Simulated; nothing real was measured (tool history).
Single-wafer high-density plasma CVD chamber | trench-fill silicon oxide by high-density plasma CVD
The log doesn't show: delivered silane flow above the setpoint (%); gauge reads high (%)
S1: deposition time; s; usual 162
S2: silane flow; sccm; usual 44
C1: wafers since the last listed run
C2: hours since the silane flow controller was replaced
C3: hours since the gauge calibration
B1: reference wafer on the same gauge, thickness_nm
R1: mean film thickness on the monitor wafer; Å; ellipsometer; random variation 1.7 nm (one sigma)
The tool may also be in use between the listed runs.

| run | hour | S1 | S2 | C1 | C2 | C3 | B1 | R1 |
|---|---|---|---|---|---|---|---|---|
| 1 | 0.0 | 148 | 44 | 0 | 2735.5 | 254.0 | 602.137 | 6329.90 |
|  | 10.4 | gauge calibrated |
| 2 | 17.1 | 148 | 44 | 110 | 2752.6 | 6.7 | 602.256 | 6347.32 |
| 3 | 24.4 | 148 | 44 | 47 | 2759.9 | 14.0 | 601.796 | 6332.92 |
| 4 | 39.6 | 162 | 44 | 98 | 2775.1 | 29.2 | 602.042 | 6927.72 |
| 5 | 48.1 | 162 | 44 | 55 | 2783.6 | 37.7 | 602.477 | 6943.04 |
| 6 | 58.3 | 162 | 44 | 66 | 2793.8 | 47.9 | 602.015 | 6943.79 |
| 7 | 64.4 | 162 | 49 | 39 | 2799.9 | 54.0 | 602.411 | 7761.49 |
| 8 | 81.0 | 162 | 44 | 107 | 2816.5 | 70.6 | 601.934 | 6950.68 |
| 9 | 87.2 | 162 | 44 | 40 | 2822.7 | 76.8 | 602.177 | 6954.79 |
| 10 | 98.8 | 162 | 44 | 75 | 2834.3 | 88.4 | 602.292 | 6903.42 |
| 11 | 110.5 | 162 | 44 | 75 | 2846.0 | 100.1 | 602.241 | 6957.97 |
| 12 | 125.2 | 162 | 48 | 95 | 2860.7 | 114.8 | 602.134 | 7553.68 |
| 13 | 140.3 | 162 | 48 | 97 | 2875.8 | 129.9 | 601.521 | 7581.75 |
| 14 | 147.9 | 162 | 48 | 49 | 2883.4 | 137.5 | 602.239 | 7569.42 |
| 15 | 155.1 | 162 | 44 | 46 | 2890.6 | 144.7 | 602.008 | 6956.71 |
| 16 | 172.8 | 162 | 44 | 114 | 2908.3 | 162.4 | 601.573 | 6910.72 |
| 17 | 181.9 | 162 | 44 | 59 | 2917.4 | 171.5 | 601.998 | 6951.43 |
| 18 | 190.5 | 162 | 51 | 55 | 2926.0 | 180.1 | 601.952 | 8030.36 |
| 19 | 208.0 | 162 | 51 | 113 | 2943.5 | 197.6 | 601.874 | 8001.69 |
| 20 | 215.7 | 162 | 44 | 49 | 2951.2 | 205.3 | 601.792 | 6941.12 |
| 21 | 230.3 | 162 | 44 | 94 | 2965.8 | 219.9 | 601.931 | 6943.15 |
| 22 | 237.1 | 162 | 44 | 44 | 2972.6 | 226.7 | 601.989 | 6933.46 |
| 23 | 251.0 | 190 | 36 | 90 | 2986.5 | 240.6 | 601.882 | 6662.76 |
| 24 | 269.4 | 141 | 44 | 119 | 3004.9 | 259.0 | 601.971 | 6067.38 |
|  | 271.9 | gauge calibrated |
| 25 | 283.1 | 162 | 42 | 88 | 3018.6 | 11.2 | 602.088 | 6669.78 |
| 26 | 294.2 | 136 | 36 | 72 | 3029.7 | 22.3 | 601.917 | 4750.61 |
|  | 307.2 | silane flow controller replaced |
| 27 | 307.7 | 151 | 50 | 35 | 0.5 | 35.8 | 601.825 | 7376.76 |
| 28 | 313.3 | 177 | 40 | 36 | 6.1 | 41.4 | 601.656 | 6907.47 |
| 29 | 324.8 | 162 | 44 | 74 | 17.6 | 52.9 | 601.827 | 6942.41 |
| 30 | 339.0 | 145 | 44 | 92 | 31.8 | 67.1 | 602.183 | 6226.45 |
| 31 | 356.3 | 150 | 47 | 112 | 49.1 | 84.4 | 602.139 | 6878.30 |
| 32 | 370.1 | 137 | 44 | 89 | 62.9 | 98.2 | 602.370 | 5876.85 |
| 33 | 376.5 | 144 | 48 | 41 | 69.3 | 104.6 | 602.069 | 6759.92 |
| 34 | 388.5 | 162 | 44 | 77 | 81.3 | 116.6 | 601.937 | 6949.72 |
| 35 | 396.8 | 189 | 37 | 53 | 89.6 | 124.9 | 602.053 | 6801.70 |
| 36 | 407.8 | 132 | 41 | 71 | 100.6 | 135.9 | 601.521 | 5264.47 |
| 37 | 419.8 | 185 | 48 | 77 | 112.6 | 147.9 | 602.223 | 8645.68 |
| 38 | 433.0 | 141 | 52 | 85 | 125.8 | 161.1 | 602.286 | 7138.91 |
| 39 | 448.7 | 162 | 44 | 101 | 141.5 | 176.8 | 602.297 | 6912.10 |
| 40 | 456.9 | 162 | 47 | 53 | 149.7 | 185.0 | 601.521 | 7437.30 |
| 41 | 463.3 | 136 | 49 | 41 | 156.1 | 191.4 | 601.682 | 6467.15 |
| 42 | 475.2 | 194 | 36 | 77 | 168.0 | 203.3 | 601.686 | 6800.24 |
| 43 | 488.2 | 162 | 37 | 84 | 181.0 | 216.3 | 602.084 | 5832.63 |
| 44 | 496.1 | 151 | 44 | 51 | 188.9 | 224.2 | 601.812 | 6500.46 |
| 45 | 513.9 | 162 | 44 | 115 | 206.7 | 242.0 | 602.062 | 6963.38 |

The tool's hidden state at each run:
delivered silane flow above the setpoint (%): 0 in every run
gauge reads high (%): 0 in every run
